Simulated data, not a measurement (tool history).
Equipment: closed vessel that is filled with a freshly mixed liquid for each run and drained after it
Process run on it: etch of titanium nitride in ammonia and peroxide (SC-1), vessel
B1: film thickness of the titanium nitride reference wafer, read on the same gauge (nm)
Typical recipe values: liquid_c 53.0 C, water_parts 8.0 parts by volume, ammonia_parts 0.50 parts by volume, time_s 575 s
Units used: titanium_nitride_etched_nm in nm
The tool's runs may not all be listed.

{"run": 1, "hour": 0.0, "liquid_c": 53.0, "water_parts": 8.0, "ammonia_parts": 0.5, "time_s": 575, "B1": 50.01, "titanium_nitride_etched_nm": 37.45}
{"run": 2, "hour": 67.7, "liquid_c": 53.0, "water_parts": 8.0, "ammonia_parts": 0.5, "time_s": 575, "B1": 50.01, "titanium_nitride_etched_nm": 37.45}
{"run": 3, "hour": 130.3, "liquid_c": 53.0, "water_parts": 8.0, "ammonia_parts": 0.5, "time_s": 575, "B1": 50.05, "titanium_nitride_etched_nm": 37.92}
{"hour": 144.6, "done": "ammonia flow meter replaced"}
{"run": 4, "hour": 219.6, "liquid_c": 44.0, "water_parts": 8.0, "ammonia_parts": 0.65, "time_s": 885, "B1": 49.95, "titanium_nitride_etched_nm": 31.96}
{"run": 5, "hour": 318.0, "liquid_c": 62.0, "water_parts": 8.0, "ammonia_parts": 0.5, "time_s": 815, "B1": 50.02, "titanium_nitride_etched_nm": 97.92}
{"run": 6, "hour": 412.7, "liquid_c": 53.0, "water_parts": 8.0, "ammonia_parts": 0.3, "time_s": 740, "B1": 49.99, "titanium_nitride_etched_nm": 44.6}
{"hour": 416.0, "done": "new drum of ammonia solution connected"}
{"hour": 473.7, "done": "thermometer replaced"}
{"run": 7, "hour": 492.7, "liquid_c": 53.0, "water_parts": 8.0, "ammonia_parts": 0.4, "time_s": 695, "B1": 49.99, "titanium_nitride_etched_nm": 42.92}
{"run": 8, "hour": 576.2, "liquid_c": 57.5, "water_parts": 8.0, "ammonia_parts": 0.5, "time_s": 575, "B1": 50.02, "titanium_nitride_etched_nm": 49.71}
{"run": 9, "hour": 630.3, "liquid_c": 59.5, "water_parts": 9.5, "ammonia_parts": 0.3, "time_s": 680, "B1": 49.99, "titanium_nitride_etched_nm": 56.37}
{"run": 10, "hour": 697.7, "liquid_c": 53.0, "water_parts": 8.0, "ammonia_parts": 0.5, "time_s": 575, "B1": 50.02, "titanium_nitride_etched_nm": 37.11}
{"run": 11, "hour": 766.8, "liquid_c": 62.5, "water_parts": 8.0, "ammonia_parts": 0.65, "time_s": 575, "B1": 49.99, "titanium_nitride_etched_nm": 73.01}
{"run": 12, "hour": 844.8, "liquid_c": 48.0, "water_parts": 8.0, "ammonia_parts": 0.5, "time_s": 845, "B1": 49.99, "titanium_nitride_etched_nm": 38.67}
{"run": 13, "hour": 923.2, "liquid_c": 53.0, "water_parts": 8.0, "ammonia_parts": 0.65, "time_s": 315, "B1": 50.02, "titanium_nitride_etched_nm": 21.2}
{"run": 14, "hour": 984.2, "liquid_c": 59.0, "water_parts": 8.0, "ammonia_parts": 0.4, "time_s": 910, "B1": 50.02, "titanium_nitride_etched_nm": 86.16}
{"hour": 1044.9, "done": "ammonia flow meter replaced"}
{"run": 15, "hour": 1083.2, "liquid_c": 53.0, "water_parts": 8.0, "ammonia_parts": 0.7, "time_s": 575, "B1": 50.01, "titanium_nitride_etched_nm": 39.77}
{"run": 16, "hour": 1155.4, "liquid_c": 58.0, "water_parts": 8.0, "ammonia_parts": 0.7, "time_s": 915, "B1": 49.97, "titanium_nitride_etched_nm": 88.07}
{"hour": 1206.8, "done": "thermometer replaced"}
{"run": 17, "hour": 1237.1, "liquid_c": 53.0, "water_parts": 8.0, "ammonia_parts": 0.5, "time_s": 575, "B1": 50.04, "titanium_nitride_etched_nm": 36.53}
{"run": 18, "hour": 1299.6, "liquid_c": 45.5, "water_parts": 7.0, "ammonia_parts": 0.7, "time_s": 695, "B1": 49.97, "titanium_nitride_etched_nm": 29.55}
{"run": 19, "hour": 1384.4, "liquid_c": 53.0, "water_parts": 8.0, "ammonia_parts": 0.7, "time_s": 820, "B1": 49.99, "titanium_nitride_etched_nm": 56.04}
{"run": 20, "hour": 1476.9, "liquid_c": 60.0, "water_parts": 8.0, "ammonia_parts": 0.4, "time_s": 575, "B1": 49.98, "titanium_nitride_etched_nm": 57.11}
{"hour": 1520.7, "done": "gauge calibrated"}
{"hour": 1541.4, "done": "new drum of ammonia solution connected"}
{"run": 21, "hour": 1785.6, "liquid_c": 62.5, "water_parts": 6.5, "ammonia_parts": 0.45, "time_s": 575, "B1": 49.99, "titanium_nitride_etched_nm": 76.58}
{"hour": 1808.8, "done": "ammonia flow meter replaced"}
{"run": 22, "hour": 1833.9, "liquid_c": 59.0, "water_parts": 8.0, "ammonia_parts": 0.4, "time_s": 910, "B1": 50.04, "titanium_nitride_etched_nm": 85.63}
{"run": 23, "hour": 1892.3, "liquid_c": 43.0, "water_parts": 11.0, "ammonia_parts": 0.5, "time_s": 575, "B1": 49.97, "titanium_nitride_etched_nm": 15.92}
{"run": 24, "hour": 1982.1, "liquid_c": 45.0, "water_parts": 10.0, "ammonia_parts": 0.5, "time_s": 285, "B1": 49.98, "titanium_nitride_etched_nm": 9.63}
{"hour": 2010.2, "done": "thermometer replaced"}
{"run": 25, "hour": 2060.5, "liquid_c": 53.0, "water_parts": 8.0, "ammonia_parts": 0.5, "time_s": 575, "B1": 50.02, "titanium_nitride_etched_nm": 36.78}
{"run": 26, "hour": 2350.8, "liquid_c": 59.0, "water_parts": 11.0, "ammonia_parts": 0.5, "time_s": 685, "B1": 49.98, "titanium_nitride_etched_nm": 56.34}
{"run": 27, "hour": 2414.9, "liquid_c": 44.0, "water_parts": 8.0, "ammonia_parts": 0.65, "time_s": 885, "B1": 50.05, "titanium_nitride_etched_nm": 31.97}

Give the tool's hidden conditions for every run:
ammonia flow below the setpoint (%): 0 at every run
ammonia solution weaker than its label (%): 0 at every run
gauge reads high (%): 0 at every run
H1: liquid hotter than its thermometer reads (K)
run=1 H1=0.335
run=2 H1=0.377
run=3 H1=0.416
run=4 H1=0.471
run=5 H1=0.533
run=6 H1=0.591
run=7 H1=0.0183
run=8 H1=0.0702
run=9 H1=0.104
run=10 H1=0.146
run=11 H1=0.189
run=12 H1=0.237
run=13 H1=0.286
run=14 H1=0.324
run=15 H1=0.385
run=16 H1=0.43
run=17 H1=0.0806
run=18 H1=0.119
run=19 H1=0.172
run=20 H1=0.23
run=21 H1=0.421
run=22 H1=0.451
run=23 H1=0.488
run=24 H1=0.544
run=25 H1=0.109
run=26 H1=0.29
run=27 H1=0.329

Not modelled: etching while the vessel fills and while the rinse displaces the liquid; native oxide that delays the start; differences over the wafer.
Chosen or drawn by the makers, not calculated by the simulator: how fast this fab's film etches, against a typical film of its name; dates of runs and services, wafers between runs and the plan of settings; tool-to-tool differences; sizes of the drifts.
